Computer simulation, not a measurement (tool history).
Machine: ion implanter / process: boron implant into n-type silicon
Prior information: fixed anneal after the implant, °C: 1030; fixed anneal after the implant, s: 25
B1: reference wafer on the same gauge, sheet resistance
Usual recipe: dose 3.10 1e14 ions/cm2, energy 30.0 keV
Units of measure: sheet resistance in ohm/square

Run 1, day 0.000: usual settings; B1 405.70. Result: sheet resistance 343.58 ohm/square.
Run 2, day 1.288: usual settings; B1 405.95. Result: sheet resistance 345.57 ohm/square.
Run 3, day 2.042: usual settings but dose 3.84 1e14 ions/cm2, energy 26.5 keV; B1 405.77. Result: sheet resistance 293.16 ohm/square.
Run 4, day 5.400: usual settings but energy 34.5 keV; B1 405.95. Result: sheet resistance 338.05 ohm/square.
Run 5, day 6.579: usual settings but energy 34.5 keV; B1 406.01. Result: sheet resistance 341.58 ohm/square.
Run 6, day 7.304: usual settings but energy 34.5 keV; B1 406.18. Result: sheet resistance 340.94 ohm/square.
Run 7, day 8.592: usual settings; B1 405.85. Result: sheet resistance 346.82 ohm/square.
Run 8, day 9.954: usual settings; B1 406.02. Result: sheet resistance 344.86 ohm/square.
At day 11.567: Faraday cup replaced and dose calibrated.
Run 9, day 11.588: usual settings; B1 405.89. Result: sheet resistance 356.96 ohm/square.
Run 10, day 11.879: usual settings but energy 27.5 keV; B1 405.93. Result: sheet resistance 359.00 ohm/square.
Run 11, day 12.858: usual settings but energy 21.0 keV; B1 405.95. Result: sheet resistance 370.01 ohm/square.
At day 12.971: gauge calibrated.
Run 12, day 14.208: usual settings but dose 2.31 1e14 ions/cm2, energy 20.0 keV; B1 405.86. Result: sheet resistance 472.63 ohm/square.
At day 15.258: extraction supply calibrated.
Run 13, day 15.562: usual settings but dose 2.51 1e14 ions/cm2, energy 23.0 keV; B1 405.83. Result: sheet resistance 436.27 ohm/square.
At day 16.238: Faraday cup replaced and dose calibrated, repeated, since the last time left the tool worse.
Run 14, day 16.921: usual settings but dose 3.73 1e14 ions/cm2, energy 20.5 keV; B1 405.96. Result: sheet resistance 303.72 ohm/square.
Run 15, day 17.958: usual settings but dose 2.76 1e14 ions/cm2, energy 36.0 keV; B1 405.92. Result: sheet resistance 365.15 ohm/square.
Run 16, day 19.117: usual settings but dose 2.70 1e14 ions/cm2, energy 39.5 keV; B1 406.03. Result: sheet resistance 367.68 ohm/square.
Run 17, day 20.533: usual settings; B1 405.89. Result: sheet resistance 339.86 ohm/square.
Run 18, day 21.154: usual settings but dose 2.33 1e14 ions/cm2, energy 33.5 keV; B1 406.02. Result: sheet resistance 423.58 ohm/square.
Run 19, day 22.192: usual settings; B1 406.12. Result: sheet resistance 341.07 ohm/square.
Run 20, day 23.000: usual settings but dose 2.41 1e14 ions/cm2, energy 20.0 keV; B1 405.96. Result: sheet resistance 437.45 ohm/square.

Predict each of these 5 candidate next runs independently; none follows another, all start after run 20:
Run A, day 23.017: usual settings but dose 3.70 1e14 ions/cm2; B1 ?. Result: sheet resistance ?.
Run B, day 23.017: usual settings but dose 3.78 1e14 ions/cm2, energy 25.0 keV; B1 ?. Result: sheet resistance ?.
Run C, day 23.017: usual settings but dose 2.55 1e14 ions/cm2; B1 ?. Result: sheet resistance ?.
Run D, day 23.017: usual settings but dose 2.63 1e14 ions/cm2, energy 27.5 keV; B1 ?. Result: sheet resistance ?.
Run E, day 23.017: usual settings but energy 23.5 keV; B1 ?. Result: sheet resistance ?.

run      B1  sheet resistance
  A  406.05            294.66
  B  406.05            295.29
  C  406.05            398.61
  D  406.05            392.58
  E  406.05            349.32
Take away the tool's hidden state, keep each run's random variation, and the runs would have read:
run  sheet resistance
  A            292.60
  B            293.23
  C            395.88
  D            389.87
  E            346.89
